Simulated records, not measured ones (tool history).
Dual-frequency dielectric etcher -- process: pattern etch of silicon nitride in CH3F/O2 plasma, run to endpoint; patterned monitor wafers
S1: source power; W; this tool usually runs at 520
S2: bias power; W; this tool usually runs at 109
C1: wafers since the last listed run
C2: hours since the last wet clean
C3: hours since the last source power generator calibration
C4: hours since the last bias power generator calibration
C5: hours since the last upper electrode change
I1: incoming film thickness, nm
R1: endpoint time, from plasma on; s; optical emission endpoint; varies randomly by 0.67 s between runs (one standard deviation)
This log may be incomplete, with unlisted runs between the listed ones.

run   hour   S1   S2   C1     C2      C3      C4      C5     I1     R1
  1    0.0  620   99    0  193.3  2687.5  2184.1  3425.0  108.1   90.8
  2   35.5  620   99  233  228.8  2723.0  2219.6  3460.5  109.8   93.6
  3   50.5  520  109   98  243.8  2738.0  2234.6  3475.5  108.7   97.9
  4   77.4  520  109  177  270.7  2764.9  2261.5  3502.4  108.0   99.2
  5  103.8  520  109  173  297.1  2791.3  2287.9  3528.8  109.4   99.3
  6  131.9  520  109  185  325.2  2819.4  2316.0  3556.9  109.6  100.7
  7  167.0  520  130  231  360.3  2854.5  2351.1  3592.0  109.0   94.8
  8  186.3  520  130  127  379.6  2873.8  2370.4  3611.3  109.7   95.0
  9  201.3  550  109   98  394.6  2888.8  2385.4  3626.3  110.2   98.3
 10  230.6  430  109  192  423.9  2918.1  2414.7  3655.6  109.5  110.8
     239.2  -- source power generator calibrated
 11  255.4  470  109  136  448.7    16.2  2439.5  3680.4  109.8  107.0
 12  271.7  520  109  107  465.0    32.5  2455.8  3696.7  109.6  100.4
 13  283.8  520  109   79  477.1    44.6  2467.9  3708.8  109.4  102.6
     326.6  -- upper electrode replaced, of another model than before
     347.4  -- bias power generator calibrated
     348.1  -- wet clean of the chamber
 14  348.6  610  135  237    0.5   109.4     1.2    22.0  109.1   83.6
 15  349.0  520  109    2    0.9   109.8     1.6    22.4  109.5   96.6
 16  369.2  470   93  133   21.1   130.0    21.8    42.6  109.1  107.0
 17  384.3  420  109   99   36.2   145.1    36.9    57.7  109.4  112.3
 18  402.6  590   85  120   54.5   163.4    55.2    76.0  109.3   91.5
 19  421.0  520  129  121   72.9   181.8    73.6    94.4  109.5   93.6
 20  456.6  520  109  234  108.5   217.4   109.2   130.0  108.9   96.5

Difference, measured minus no-hidden-state, one row per run. Run-to-run variation is common to both terms; the gauge's own scatter need not be:
Hidden state at play: etch rate over this chamber's usual, %; source power that arrives over what is set, %; bias power that arrives over what is set, %.
run    R1
  1  +1.8
  2  +2.2
  3  +2.5
  4  +2.8
  5  +3.1
  6  +3.4
  7  +3.6
  8  +3.7
  9  +4.0
 10  +4.9
 11  +5.1
 12  +4.9
 13  +5.1
 14  -0.4
 15  -0.6
 16  -0.4
 17  -0.2
 18  +0.0
 19  +0.2
 20  +0.6
